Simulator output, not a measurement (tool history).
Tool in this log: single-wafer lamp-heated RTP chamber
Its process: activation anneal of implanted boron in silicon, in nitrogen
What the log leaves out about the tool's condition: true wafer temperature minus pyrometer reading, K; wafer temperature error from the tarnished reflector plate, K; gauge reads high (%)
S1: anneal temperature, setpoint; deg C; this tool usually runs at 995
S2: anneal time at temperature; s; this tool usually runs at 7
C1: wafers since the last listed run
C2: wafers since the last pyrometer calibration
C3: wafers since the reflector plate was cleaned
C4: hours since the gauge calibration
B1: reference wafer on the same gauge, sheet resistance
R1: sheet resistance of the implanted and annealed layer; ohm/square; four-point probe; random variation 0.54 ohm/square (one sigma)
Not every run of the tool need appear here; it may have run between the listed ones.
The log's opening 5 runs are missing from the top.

run,hour,S1,S2,C1,C2,C3,C4,B1,R1
6,54.5,1011,7,153,2449,7864,156.8,180.72,145.52
7,71.5,995,7,333,2783,8198,173.8,180.76,151.07
8,84.5,995,7,255,3038,8453,186.8,180.79,150.25
9,96.9,995,7,243,3281,8697,199.2,181.24,150.6
10,109,995,9,237,3519,8934,211.3,181.1,149.75
11,125.2,987,7,318,3837,9253,227.5,181.14,154.76
12,140.8,987,7,306,4143,9559,243.1,181.18,154.53
13,156.6,987,7,310,4454,9869,258.9,181.07,154.22
14,170.8,995,7,278,4732,10148,273.1,180.64,150.94
15,178.7,995,7,155,4888,10303,281,180.92,150.6
# hour 195.2: reflector plate cleaned
16,195.7,995,7,176,5064,9,298,181.17,153.68
17,207.9,995,7,239,5304,249,310.2,180.97,154.39
18,218.3,995,7,204,5508,453,320.6,180.91,153.97
19,227.5,987,7,180,5689,633,329.8,180.83,160.01
20,234.6,995,7,139,5828,773,336.9,180.81,153.07
21,244.8,995,7,200,6028,973,347.1,181.29,153.57
# hour 253.1: pyrometer window cleaned and pyrometer calibrated
22,260.5,986,10,151,146,1124,362.8,180.86,157.33
23,270.3,1017,7,192,338,1317,372.6,181.06,146.15
24,277.7,987,5,145,483,1462,380,181.16,160.39
25,286.7,977,10,176,660,1639,389,181.03,166.08

Run 26 comes next. What will it give?
26,294,995,4,143,804,1782,396.3,?,?

Logged for run 26: B1 181.09, R1 154.95 ohm/square.
Without the tool's hidden state the same run would have given R1 155.76 ohm/square.
